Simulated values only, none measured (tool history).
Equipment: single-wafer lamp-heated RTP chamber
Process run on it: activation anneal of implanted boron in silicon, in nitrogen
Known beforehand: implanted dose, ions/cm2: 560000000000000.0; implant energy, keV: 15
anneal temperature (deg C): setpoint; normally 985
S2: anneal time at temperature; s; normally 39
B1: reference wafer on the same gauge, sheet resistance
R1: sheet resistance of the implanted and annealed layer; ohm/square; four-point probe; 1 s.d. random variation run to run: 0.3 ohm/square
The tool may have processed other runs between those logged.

{"run": 1, "day": 0.0, "anneal temperature (deg C)": 993, "S2": 39, "B1": 220.96, "R1": 193.12}
{"run": 2, "day": 0.542, "anneal temperature (deg C)": 1003, "S2": 55, "B1": 221.01, "R1": 190.3}
{"run": 3, "day": 1.267, "anneal temperature (deg C)": 1003, "S2": 55, "B1": 221.08, "R1": 190.18}
{"run": 4, "day": 1.758, "anneal temperature (deg C)": 1003, "S2": 55, "B1": 221.02, "R1": 189.84}
{"run": 5, "day": 2.096, "anneal temperature (deg C)": 985, "S2": 23, "B1": 220.98, "R1": 195.93}
{"run": 6, "day": 2.662, "anneal temperature (deg C)": 985, "S2": 23, "B1": 221.01, "R1": 195.86}
{"run": 7, "day": 3.096, "anneal temperature (deg C)": 985, "S2": 39, "B1": 221.04, "R1": 194.34}
{"run": 8, "day": 3.542, "anneal temperature (deg C)": 985, "S2": 39, "B1": 221.0, "R1": 194.67}
{"run": 9, "day": 4.167, "anneal temperature (deg C)": 985, "S2": 39, "B1": 221.04, "R1": 193.46}
{"day": 4.821, "done": "reflector plate cleaned"}
{"run": 10, "day": 4.842, "anneal temperature (deg C)": 962, "S2": 22, "B1": 220.96, "R1": 208.51}
{"day": 5.379, "done": "pyrometer window cleaned and pyrometer calibrated"}
{"run": 11, "day": 5.512, "anneal temperature (deg C)": 985, "S2": 39, "B1": 220.83, "R1": 192.49}
{"day": 5.546, "done": "gauge calibrated"}
{"run": 12, "day": 6.108, "anneal temperature (deg C)": 960, "S2": 19, "B1": 221.01, "R1": 205.87}
{"run": 13, "day": 6.362, "anneal temperature (deg C)": 994, "S2": 39, "B1": 220.96, "R1": 191.22}
{"day": 7.062, "done": "pyrometer window cleaned and pyrometer calibrated, repeated, since the last time left the tool worse"}
{"run": 14, "day": 7.083, "anneal temperature (deg C)": 956, "S2": 61, "B1": 221.06, "R1": 215.31}
{"run": 15, "day": 7.658, "anneal temperature (deg C)": 994, "S2": 56, "B1": 220.91, "R1": 193.08}
{"run": 16, "day": 8.179, "anneal temperature (deg C)": 985, "S2": 39, "B1": 220.93, "R1": 197.58}
{"run": 17, "day": 8.533, "anneal temperature (deg C)": 1000, "S2": 47, "B1": 221.05, "R1": 192.18}
{"run": 18, "day": 8.975, "anneal temperature (deg C)": 956, "S2": 19, "B1": 220.97, "R1": 229.51}

Predict each of these 3 candidate next runs independently; none follows another, all start after run 18:
{"run": "A", "day": 8.992, "anneal temperature (deg C)": 985, "S2": 54, "B1": "?", "R1": "?"}
{"run": "B", "day": 8.992, "anneal temperature (deg C)": 971, "S2": 62, "B1": "?", "R1": "?"}
{"run": "C", "day": 8.992, "anneal temperature (deg C)": 1011, "S2": 39, "B1": "?", "R1": "?"}

run=A B1=221.01 R1=196.14
run=B B1=221.01 R1=202.21
run=C B1=221.01 R1=191.14
What these runs would have given with no unlogged condition in the tool:
run=A R1=196.23
run=B R1=202.36
run=C R1=191.17

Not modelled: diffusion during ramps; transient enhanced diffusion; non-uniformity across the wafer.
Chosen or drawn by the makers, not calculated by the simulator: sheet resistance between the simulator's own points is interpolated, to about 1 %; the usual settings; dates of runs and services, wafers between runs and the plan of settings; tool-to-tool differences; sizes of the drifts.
